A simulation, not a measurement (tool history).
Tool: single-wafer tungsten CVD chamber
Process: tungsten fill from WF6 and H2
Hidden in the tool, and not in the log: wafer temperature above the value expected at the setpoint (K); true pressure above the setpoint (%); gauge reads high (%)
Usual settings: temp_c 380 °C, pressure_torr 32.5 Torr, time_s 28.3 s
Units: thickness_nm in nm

run,hour,temp_c,pressure_torr,time_s,wafers since the last listed run,hours since the last thermocouple change,hours since the last manometer calibration,hours since the showerhead was replaced,hours since the gauge calibration,"read-back reference wafer on the same gauge, thickness_nm",thickness_nm
1,0,380,32.5,28.3,0,1983.5,955.8,2355.2,264.8,55.462,59.011
2,56.6,380,32.5,28.3,1875,2040.1,1012.4,2411.8,321.4,55.484,58.763
3,95.7,380,32.5,28.3,1295,2079.2,1051.5,2450.9,360.5,55.536,58.783
4,158.2,380,32.5,28.3,2070,2141.7,1114,2513.4,423,55.501,58.564
5,196.2,380,32.5,28.3,1259,2179.7,1152,2551.4,461,55.565,58.656
6,224,380,32.5,28.3,921,2207.5,1179.8,2579.2,488.8,55.523,58.503
7,277.2,380,32.5,28.3,1762,2260.7,1233,2632.4,542,55.539,58.026
8,344.4,380,32.5,28.3,2226,2327.9,1300.2,2699.6,609.2,55.525,58.128
9,400.4,380,32.5,28.3,1855,2383.9,1356.2,2755.6,665.2,55.523,57.942
10,468.5,380,32.5,30.9,2256,2452,1424.3,2823.7,733.3,55.508,63.256
11,507.1,380,32.5,30.9,1279,2490.6,1462.9,2862.3,771.9,55.471,63.253
# hour 536.4: gauge calibrated
12,540.5,380,32.5,28.3,1106,2524,1496.3,2895.7,4.1,55.479,57.718
13,603.6,380,32.5,23.8,2090,2587.1,1559.4,2958.8,67.2,55.557,48.622
# hour 633.8: thermocouple changed; heater temperature recalibrated
# hour 671.8: capacitance manometer re-zeroed and calibrated
14,672.3,380,25,28.3,1746,38.5,0.5,3027.5,135.9,55.482,54.444
# hour 701.5: showerhead replaced
15,733.8,374,32.5,31,1772,100,62,32.3,197.4,55.528,59.472
16,763.6,370,25.4,28.3,987,129.8,91.8,62.1,227.2,55.494,45.606
17,803.1,380,32.5,28.3,1308,169.3,131.3,101.6,266.7,55.491,60.055
18,835.4,374,27.6,29.9,1070,201.6,163.6,133.9,299,55.392,53.869
19,880.6,393,27.5,24,1497,246.8,208.8,179.1,344.2,55.583,59.988
20,915.4,392,32.5,32.6,1153,281.6,243.6,213.9,379,55.511,85.7
21,951.2,380,32.5,28.3,1186,317.4,279.4,249.7,414.8,55.437,60.149
22,996.6,380,39.5,28.3,1504,362.8,324.8,295.1,460.2,55.499,64.979
23,1022.4,380,32.5,28.3,854,388.6,350.6,320.9,486,55.523,60.142

Some steps in thickness_nm between neighbouring runs. How much of each would the tool show without its hidden state too (settings, what came in, random variation), and how much is left for the hidden state, with any gauge scatter that isn't in both results?
Run 9 -> 10: time_s 28.3 -> 30.9. thickness_nm +5.314 nm: hidden state -0.367, all else +5.681.
Run 13 -> 14: pressure_torr 32.5 -> 25, time_s 23.8 -> 28.3, thermocouple changed; heater temperature recalibrated, capacitance manometer re-zeroed and calibrated. thickness_nm +5.822 nm: hidden state +2.131, all else +3.691.
Run 19 -> 20: temp_c 393 -> 392, pressure_torr 27.5 -> 32.5, time_s 24 -> 32.6. thickness_nm +25.712 nm: hidden state -0.093, all else +25.805.
Run 20 -> 21: temp_c 392 -> 380, time_s 32.6 -> 28.3. thickness_nm -25.551 nm: hidden state +0.061, all else -25.612.

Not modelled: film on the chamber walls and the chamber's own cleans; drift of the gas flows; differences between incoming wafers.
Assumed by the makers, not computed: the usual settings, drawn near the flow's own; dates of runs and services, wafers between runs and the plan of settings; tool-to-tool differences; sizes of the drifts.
